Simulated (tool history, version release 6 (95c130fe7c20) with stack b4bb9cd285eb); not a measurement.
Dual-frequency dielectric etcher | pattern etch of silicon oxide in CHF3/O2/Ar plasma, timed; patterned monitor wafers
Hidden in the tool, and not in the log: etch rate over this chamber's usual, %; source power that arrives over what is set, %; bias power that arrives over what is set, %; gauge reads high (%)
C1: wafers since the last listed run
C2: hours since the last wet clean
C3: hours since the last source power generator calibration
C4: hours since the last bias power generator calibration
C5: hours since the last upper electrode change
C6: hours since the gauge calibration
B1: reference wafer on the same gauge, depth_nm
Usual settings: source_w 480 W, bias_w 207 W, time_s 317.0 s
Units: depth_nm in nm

run 1 day=0.000 | source_w=480 bias_w=207 time_s=317.0 | C1=0 C2=124.2 C3=2357.4 C4=921.9 C5=3506.5 C6=1415.9 | B1=606.8 | depth_nm=636.2
run 2 day=4.004 | source_w=530 bias_w=207 time_s=317.0 | C1=388 C2=220.3 C3=2453.5 C4=1018.0 C5=3602.6 C6=1512.0 | B1=606.1 | depth_nm=664.1
run 3 day=6.354 | source_w=530 bias_w=207 time_s=317.0 | C1=228 C2=276.7 C3=2509.9 C4=1074.4 C5=3659.0 C6=1568.4 | B1=606.4 | depth_nm=667.7
run 4 day=10.188 | source_w=530 bias_w=207 time_s=317.0 | C1=372 C2=368.7 C3=2601.9 C4=1166.4 C5=3751.0 C6=1660.4 | B1=605.8 | depth_nm=667.4
-- day=12.600 wet clean of the chamber
run 5 day=13.333 | source_w=520 bias_w=207 time_s=317.0 | C1=208 C2=17.6 C3=2677.4 C4=1241.9 C5=3826.5 C6=1735.9 | B1=606.2 | depth_nm=686.6
run 6 day=15.046 | source_w=520 bias_w=207 time_s=317.0 | C1=166 C2=58.7 C3=2718.5 C4=1283.0 C5=3867.6 C6=1777.0 | B1=607.1 | depth_nm=688.8
-- day=18.633 gauge calibrated
-- day=19.479 upper electrode replaced
run 7 day=20.646 | source_w=480 bias_w=207 time_s=267.5 | C1=446 C2=193.1 C3=2852.9 C4=1417.4 C5=28.0 C6=48.3 | B1=606.9 | depth_nm=567.5
run 8 day=22.225 | source_w=480 bias_w=207 time_s=317.0 | C1=153 C2=231.0 C3=2890.8 C4=1455.3 C5=65.9 C6=86.2 | B1=606.7 | depth_nm=673.7
-- day=24.788 wet clean of the chamber, repeated, since the last time left the tool worse
run 9 day=25.442 | source_w=480 bias_w=173 time_s=317.0 | C1=215 C2=15.7 C3=2968.0 C4=1532.5 C5=143.1 C6=163.4 | B1=606.6 | depth_nm=604.5
run 10 day=27.029 | source_w=480 bias_w=207 time_s=317.0 | C1=154 C2=53.8 C3=3006.1 C4=1570.6 C5=181.2 C6=201.5 | B1=607.5 | depth_nm=640.8
-- day=27.662 source power generator calibrated
run 11 day=31.496 | source_w=480 bias_w=207 time_s=317.0 | C1=417 C2=161.0 C3=92.0 C4=1677.8 C5=288.4 C6=308.7 | B1=607.3 | depth_nm=639.4
run 12 day=33.500 | source_w=480 bias_w=207 time_s=317.0 | C1=194 C2=209.1 C3=140.1 C4=1725.9 C5=336.5 C6=356.8 | B1=607.6 | depth_nm=644.7
run 13 day=36.775 | source_w=590 bias_w=250 time_s=317.0 | C1=318 C2=287.7 C3=218.7 C4=1804.5 C5=415.1 C6=435.4 | B1=607.9 | depth_nm=729.8
run 14 day=38.971 | source_w=480 bias_w=207 time_s=317.0 | C1=213 C2=340.4 C3=271.4 C4=1857.2 C5=467.8 C6=488.1 | B1=606.9 | depth_nm=647.8
-- day=41.542 wet clean of the chamber
run 15 day=41.562 | source_w=480 bias_w=207 time_s=317.0 | C1=154 C2=0.5 C3=333.6 C4=1919.4 C5=530.0 C6=550.3 | B1=607.0 | depth_nm=632.4
run 16 day=44.183 | source_w=370 bias_w=235 time_s=234.5 | C1=254 C2=63.4 C3=396.5 C4=1982.3 C5=592.9 C6=613.2 | B1=607.7 | depth_nm=440.2
run 17 day=45.921 | source_w=480 bias_w=207 time_s=317.0 | C1=168 C2=105.1 C3=438.2 C4=2024.0 C5=634.6 C6=654.9 | B1=607.4 | depth_nm=634.1
-- day=47.879 bias power generator calibrated
run 18 day=48.638 | source_w=420 bias_w=207 time_s=347.5 | C1=247 C2=170.3 C3=503.4 C4=18.2 C5=699.8 C6=720.1 | B1=606.5 | depth_nm=664.0
run 19 day=51.538 | source_w=570 bias_w=252 time_s=317.0 | C1=281 C2=239.9 C3=573.0 C4=87.8 C5=769.4 C6=789.7 | B1=607.1 | depth_nm=713.3
run 20 day=55.029 | source_w=580 bias_w=207 time_s=251.5 | C1=339 C2=323.7 C3=656.8 C4=171.6 C5=853.2 C6=873.5 | B1=607.2 | depth_nm=547.6
-- day=56.988 wet clean of the chamber
run 21 day=58.021 | source_w=550 bias_w=207 time_s=317.0 | C1=193 C2=24.8 C3=728.6 C4=243.4 C5=925.0 C6=945.3 | B1=606.8 | depth_nm=669.6
run 22 day=62.154 | source_w=380 bias_w=192 time_s=345.0 | C1=401 C2=124.0 C3=827.8 C4=342.6 C5=1024.2 C6=1044.5 | B1=606.6 | depth_nm=628.7
run 23 day=64.033 | source_w=480 bias_w=183 time_s=317.0 | C1=182 C2=169.1 C3=872.9 C4=387.7 C5=1069.3 C6=1089.6 | B1=606.9 | depth_nm=629.3
run 24 day=67.954 | source_w=580 bias_w=247 time_s=275.5 | C1=380 C2=263.2 C3=967.0 C4=481.8 C5=1163.4 C6=1183.7 | B1=606.7 | depth_nm=629.1
run 25 day=70.288 | source_w=530 bias_w=207 time_s=317.0 | C1=226 C2=319.2 C3=1023.0 C4=537.8 C5=1219.4 C6=1239.7 | B1=607.0 | depth_nm=673.8
-- day=74.071 wet clean of the chamber
run 26 day=74.533 | source_w=480 bias_w=207 time_s=317.0 | C1=315 C2=11.1 C3=1124.9 C4=639.7 C5=1321.3 C6=1341.6 | B1=606.8 | depth_nm=629.9
run 27 day=76.138 | source_w=360 bias_w=245 time_s=407.5 | C1=155 C2=49.6 C3=1163.4 C4=678.2 C5=1359.8 C6=1380.1 | B1=607.2 | depth_nm=772.0
run 28 day=78.417 | source_w=580 bias_w=247 time_s=275.5 | C1=221 C2=104.3 C3=1218.1 C4=732.9 C5=1414.5 C6=1434.8 | B1=606.2 | depth_nm=619.4

5 ways to go on from here, each from the tool as it stands after run 28. What would each give?
run A day=78.438 | source_w=540 bias_w=207 time_s=317.0 | C1=2 C2=104.8 C3=1218.6 C4=733.4 C5=1415.0 C6=1435.3 | B1=? | depth_nm=?
run B day=78.438 | source_w=400 bias_w=251 time_s=317.0 | C1=2 C2=104.8 C3=1218.6 C4=733.4 C5=1415.0 C6=1435.3 | B1=? | depth_nm=?
run C day=78.438 | source_w=580 bias_w=243 time_s=242.0 | C1=2 C2=104.8 C3=1218.6 C4=733.4 C5=1415.0 C6=1435.3 | B1=? | depth_nm=?
run D day=78.438 | source_w=480 bias_w=189 time_s=317.0 | C1=2 C2=104.8 C3=1218.6 C4=733.4 C5=1415.0 C6=1435.3 | B1=? | depth_nm=?
run E day=78.438 | source_w=580 bias_w=178 time_s=317.0 | C1=2 C2=104.8 C3=1218.6 C4=733.4 C5=1415.0 C6=1435.3 | B1=? | depth_nm=?

run=A B1=606.6 depth_nm=664.2
run=B B1=606.6 depth_nm=626.8
run=C B1=606.6 depth_nm=541.3
run=D B1=606.6 depth_nm=623.2
run=E B1=606.6 depth_nm=658.2
Without the tool's hidden state the same runs would have given:
run=A depth_nm=660.0
run=B depth_nm=622.9
run=C depth_nm=537.9
run=D depth_nm=619.3
run=E depth_nm=654.1

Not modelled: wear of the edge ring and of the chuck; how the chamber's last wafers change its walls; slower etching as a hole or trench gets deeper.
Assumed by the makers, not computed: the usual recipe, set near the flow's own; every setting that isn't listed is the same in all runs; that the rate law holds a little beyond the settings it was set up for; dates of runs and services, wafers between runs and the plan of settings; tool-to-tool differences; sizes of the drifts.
